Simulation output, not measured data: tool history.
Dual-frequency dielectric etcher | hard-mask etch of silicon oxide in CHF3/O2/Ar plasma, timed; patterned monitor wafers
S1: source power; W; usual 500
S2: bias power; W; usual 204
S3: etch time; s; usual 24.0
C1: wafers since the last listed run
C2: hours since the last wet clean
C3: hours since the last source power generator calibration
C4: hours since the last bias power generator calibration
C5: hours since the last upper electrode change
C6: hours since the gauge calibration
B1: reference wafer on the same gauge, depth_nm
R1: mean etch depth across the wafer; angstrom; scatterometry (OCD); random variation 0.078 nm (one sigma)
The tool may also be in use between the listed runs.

run,day,S1,S2,S3,C1,C2,C3,C4,C5,C6,B1,R1
1,0.000,500,230,24.0,0,190.3,3659.1,4970.4,5112.7,488.3,58.88,548.9
2,4.225,500,204,24.0,1437,291.7,3760.5,5071.8,5214.1,589.7,58.86,511.2
3,4.983,500,218,24.0,258,309.9,3778.7,5090.0,5232.3,607.9,58.92,529.2
4,5.508,500,218,24.0,178,322.5,3791.3,5102.6,5244.9,620.5,58.90,529.9
# day 7.688: upper electrode replaced
# day 7.904: wet clean of the chamber
5,7.925,500,218,24.0,408,0.5,3849.3,5160.6,5.7,678.5,58.86,538.6
6,8.354,410,168,26.0,146,10.8,3859.6,5170.9,16.0,688.8,58.90,448.4
7,9.133,550,183,26.0,265,29.5,3878.3,5189.6,34.7,707.5,58.89,552.5
8,10.208,540,241,24.0,365,55.3,3904.1,5215.4,60.5,733.3,58.90,589.0
9,11.304,380,234,18.5,372,81.6,3930.4,5241.7,86.8,759.6,58.93,368.8
10,11.838,500,204,24.0,181,94.4,3943.2,5254.5,99.6,772.4,58.90,518.3
11,12.462,450,223,29.5,212,109.4,3958.2,5269.5,114.6,787.4,58.92,629.5
12,13.379,410,168,26.0,311,131.4,3980.2,5291.5,136.6,809.4,58.91,448.9
13,13.971,500,173,24.0,201,145.6,3994.4,5305.7,150.8,823.6,58.90,469.0
# day 14.592: bias power generator calibrated
14,15.317,500,204,24.0,401,177.9,4026.7,17.4,183.1,855.9,58.89,516.3
15,16.362,400,159,20.5,355,203.0,4051.8,42.5,208.2,881.0,58.90,336.0
16,17.538,500,190,24.0,399,231.2,4080.0,70.7,236.4,909.2,58.90,493.5
17,18.804,500,204,24.0,430,261.6,4110.4,101.1,266.8,939.6,58.88,514.0
18,19.433,500,204,17.0,214,276.7,4125.5,116.2,281.9,954.7,58.90,363.1
# day 19.612: gauge calibrated
19,20.067,500,204,24.0,215,291.9,4140.7,131.4,297.1,10.9,58.91,513.9
# day 21.404: source power generator calibrated
20,21.425,500,165,30.0,405,324.5,0.5,164.0,329.7,43.5,58.90,556.3
21,21.967,550,250,26.0,184,337.5,13.5,177.0,342.7,56.5,58.91,639.7
22,23.067,500,157,27.5,374,363.9,39.9,203.4,369.1,82.9,58.88,493.6
23,24.096,570,218,26.5,350,388.6,64.6,228.1,393.8,107.6,58.95,616.0
# day 25.529: wet clean of the chamber
24,25.550,540,240,19.5,154,0.5,99.5,263.0,428.7,142.5,58.93,472.7
25,26.150,500,204,24.0,204,14.9,113.9,277.4,443.1,156.9,58.93,511.0
26,27.271,380,204,29.5,381,41.8,140.8,304.3,470.0,183.8,58.87,538.6
27,31.583,500,204,24.0,1467,145.3,244.3,407.8,573.5,287.3,58.92,508.0
28,33.642,500,254,18.0,700,194.7,293.7,457.2,622.9,336.7,58.88,428.7
29,34.688,500,218,24.0,355,219.8,318.8,482.3,648.0,361.8,58.92,525.8

How the hidden state differs across the entries between the runs, from the last listed run before each to the first after it:
Between runs 4 and 5: upper electrode replaced (day 7.688); wet clean of the chamber (day 7.904)
  etch rate over this chamber's usual, %: -1.21 -> 0.0469; source power that arrives over what is set, %: 3.08 -> 3.18
  measured less the result without the state, R1: +1.9 -> +8.9 angstrom
Between runs 13 and 14: bias power generator calibrated (day 14.592)
  etch rate over this chamber's usual, %: -0.553 -> -0.687; source power that arrives over what is set, %: 3.44 -> 3.49
  measured less the result without the state, R1: +5.7 -> +5.6 angstrom
Between runs 18 and 19: gauge calibrated (day 19.612)
  etch rate over this chamber's usual, %: -1.1 -> -1.16; source power that arrives over what is set, %: 3.68 -> 3.71
  measured less the result without the state, R1: +2.9 -> +3.8 angstrom
Between runs 19 and 20: source power generator calibrated (day 21.404)
  etch rate over this chamber's usual, %: -1.16 -> -1.29; source power that arrives over what is set, %: 3.71 -> 0.306
  measured less the result without the state, R1: +3.8 -> -6.4 angstrom
Between runs 23 and 24: wet clean of the chamber (day 25.529)
  etch rate over this chamber's usual, %: -1.56 -> 0.103; source power that arrives over what is set, %: 0.307 -> 0.309
  measured less the result without the state, R1: -8.7 -> +1.3 angstrom
